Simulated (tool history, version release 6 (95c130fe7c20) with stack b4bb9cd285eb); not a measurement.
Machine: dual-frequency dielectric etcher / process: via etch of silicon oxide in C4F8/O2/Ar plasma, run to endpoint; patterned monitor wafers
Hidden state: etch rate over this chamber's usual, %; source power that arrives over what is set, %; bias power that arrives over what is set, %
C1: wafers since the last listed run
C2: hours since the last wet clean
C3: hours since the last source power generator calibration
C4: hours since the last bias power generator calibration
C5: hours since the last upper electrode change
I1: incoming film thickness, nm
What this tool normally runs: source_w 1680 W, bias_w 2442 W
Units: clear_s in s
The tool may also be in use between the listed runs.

Run 1, hour 0: usual settings; C1 0; C2 23.5; C3 2465.4; C4 4545.8; C5 2083.1; I1 806.4. Result: clear_s 161.4 s.
Run 2, hour 15.7: usual settings; C1 118; C2 39.2; C3 2481.1; C4 4561.5; C5 2098.8; I1 802.6. Result: clear_s 160.5 s.
Run 3, hour 40.1: usual settings; C1 183; C2 63.6; C3 2505.5; C4 4585.9; C5 2123.2; I1 799. Result: clear_s 160.1 s.
Run 4, hour 58.1: usual settings; C1 135; C2 81.6; C3 2523.5; C4 4603.9; C5 2141.2; I1 806.3. Result: clear_s 161.6 s.
Run 5, hour 84.4: usual settings; C1 197; C2 107.9; C3 2549.8; C4 4630.2; C5 2167.5; I1 799.6. Result: clear_s 159.9 s.
Run 6, hour 116.1: usual settings; C1 238; C2 139.6; C3 2581.5; C4 4661.9; C5 2199.2; I1 804.4. Result: clear_s 160.1 s.
Run 7, hour 132.9: usual settings; C1 126; C2 156.4; C3 2598.3; C4 4678.7; C5 2216; I1 805.2. Result: clear_s 160.8 s.
Run 8, hour 145.3: usual settings; C1 93; C2 168.8; C3 2610.7; C4 4691.1; C5 2228.4; I1 797.8. Result: clear_s 159.2 s.
Run 9, hour 164.1: usual settings; C1 141; C2 187.6; C3 2629.5; C4 4709.9; C5 2247.2; I1 800.4. Result: clear_s 159.6 s.
Run 10, hour 186.7: usual settings; C1 169; C2 210.2; C3 2652.1; C4 4732.5; C5 2269.8; I1 802.8. Result: clear_s 160.7 s.
Run 11, hour 213.6: usual settings; C1 202; C2 237.1; C3 2679; C4 4759.4; C5 2296.7; I1 795.7. Result: clear_s 158.6 s.
Run 12, hour 226.4: usual settings; C1 96; C2 249.9; C3 2691.8; C4 4772.2; C5 2309.5; I1 795.4. Result: clear_s 159 s.
At hour 274: upper electrode replaced.
Run 13, hour 274.5: usual settings but bias_w 2241 W; C1 181; C2 298; C3 2739.9; C4 4820.3; C5 0.5; I1 805.1. Result: clear_s 164.4 s.
Run 14, hour 278.4: usual settings but bias_w 2241 W; C1 29; C2 301.9; C3 2743.8; C4 4824.2; C5 4.4; I1 801.8. Result: clear_s 163.1 s.
Run 15, hour 292.1: usual settings but bias_w 2909 W; C1 103; C2 315.6; C3 2757.5; C4 4837.9; C5 18.1; I1 803.5. Result: clear_s 151.1 s.
Run 16, hour 308.6: usual settings but bias_w 2909 W; C1 124; C2 332.1; C3 2774; C4 4854.4; C5 34.6; I1 796.8. Result: clear_s 150 s.
Run 17, hour 328.8: usual settings but source_w 1350 W, bias_w 2779 W; C1 151; C2 352.3; C3 2794.2; C4 4874.6; C5 54.8; I1 799. Result: clear_s 177.4 s.
At hour 337.2: bias power generator calibrated.
Run 18, hour 360.5: usual settings but source_w 1970 W, bias_w 2052 W; C1 208; C2 384; C3 2825.9; C4 23.3; C5 86.5; I1 803.1. Result: clear_s 151.5 s.
At hour 376.5: source power generator calibrated.
Run 19, hour 391.2: usual settings but source_w 1280 W, bias_w 2964 W; C1 200; C2 414.7; C3 14.7; C4 54; C5 117.2; I1 799.4. Result: clear_s 179.6 s.
Run 20, hour 425.4: usual settings but bias_w 2945 W; C1 257; C2 448.9; C3 48.9; C4 88.2; C5 151.4; I1 801.8. Result: clear_s 150.5 s.
At hour 453.9: wet clean of the chamber.
Run 21, hour 454.4: usual settings; C1 37; C2 0.5; C3 77.9; C4 117.2; C5 180.4; I1 811.2. Result: clear_s 163.1 s.
Run 22, hour 466.3: usual settings but bias_w 3038 W; C1 89; C2 12.4; C3 89.8; C4 129.1; C5 192.3; I1 808.4. Result: clear_s 153.4 s.
Run 23, hour 487.4: usual settings but source_w 1550 W, bias_w 2700 W; C1 158; C2 33.5; C3 110.9; C4 150.2; C5 213.4; I1 806.3. Result: clear_s 165.6 s.
Run 24, hour 519.2: usual settings but source_w 1940 W, bias_w 2617 W; C1 239; C2 65.3; C3 142.7; C4 182; C5 245.2; I1 800.9. Result: clear_s 144.8 s.
Run 25, hour 531.3: usual settings but source_w 1290 W, bias_w 2143 W; C1 90; C2 77.4; C3 154.8; C4 194.1; C5 257.3; I1 795. Result: clear_s 197.5 s.
Run 26, hour 548.2: usual settings but source_w 1910 W; C1 127; C2 94.3; C3 171.7; C4 211; C5 274.2; I1 798.3. Result: clear_s 148.6 s.
Run 27, hour 563.1: usual settings; C1 112; C2 109.2; C3 186.6; C4 225.9; C5 289.1; I1 812.7. Result: clear_s 163 s.
Run 28, hour 580.1: usual settings but source_w 1910 W; C1 127; C2 126.2; C3 203.6; C4 242.9; C5 306.1; I1 803.6. Result: clear_s 149.3 s.
Run 29, hour 608.4: usual settings but source_w 1940 W, bias_w 2617 W; C1 212; C2 154.5; C3 231.9; C4 271.2; C5 334.4; I1 795.8. Result: clear_s 142.8 s.
Run 30, hour 638.5: usual settings; C1 226; C2 184.6; C3 262; C4 301.3; C5 364.5; I1 797.6. Result: clear_s 159.2 s.
Run 31, hour 654.8: usual settings; C1 122; C2 200.9; C3 278.3; C4 317.6; C5 380.8; I1 793.5. Result: clear_s 157 s.
Run 32, hour 668: usual settings; C1 99; C2 214.1; C3 291.5; C4 330.8; C5 394; I1 802. Result: clear_s 159.2 s.

How would selected steps in clear_s from run to run divide? Give the signed amount a tool lacking its hidden state would still show from settings, what came in and random variation, and the signed amount left for the hidden state, including any gauge scatter that is not in both of the compared results.
Run 16 -> 17: source_w 1680 -> 1350, bias_w 2909 -> 2779. clear_s +27.4 s: hidden state -0.5, all else +27.9.
Run 18 -> 19: source_w 1970 -> 1280, bias_w 2052 -> 2964, source power generator calibrated. clear_s +28.1 s: hidden state -0.6, all else +28.7.
Run 19 -> 20: source_w 1280 -> 1680, bias_w 2964 -> 2945. clear_s -29.1 s: hidden state +0.3, all else -29.4.
Run 20 -> 21: bias_w 2945 -> 2442, wet clean of the chamber. clear_s +12.6 s: hidden state +2.6, all else +10.
Run 24 -> 25: source_w 1940 -> 1290, bias_w 2617 -> 2143. clear_s +52.7 s: hidden state -0.3, all else +53.
Run 25 -> 26: source_w 1290 -> 1910, bias_w 2143 -> 2442. clear_s -48.9 s: hidden state +0.1, all else -49.
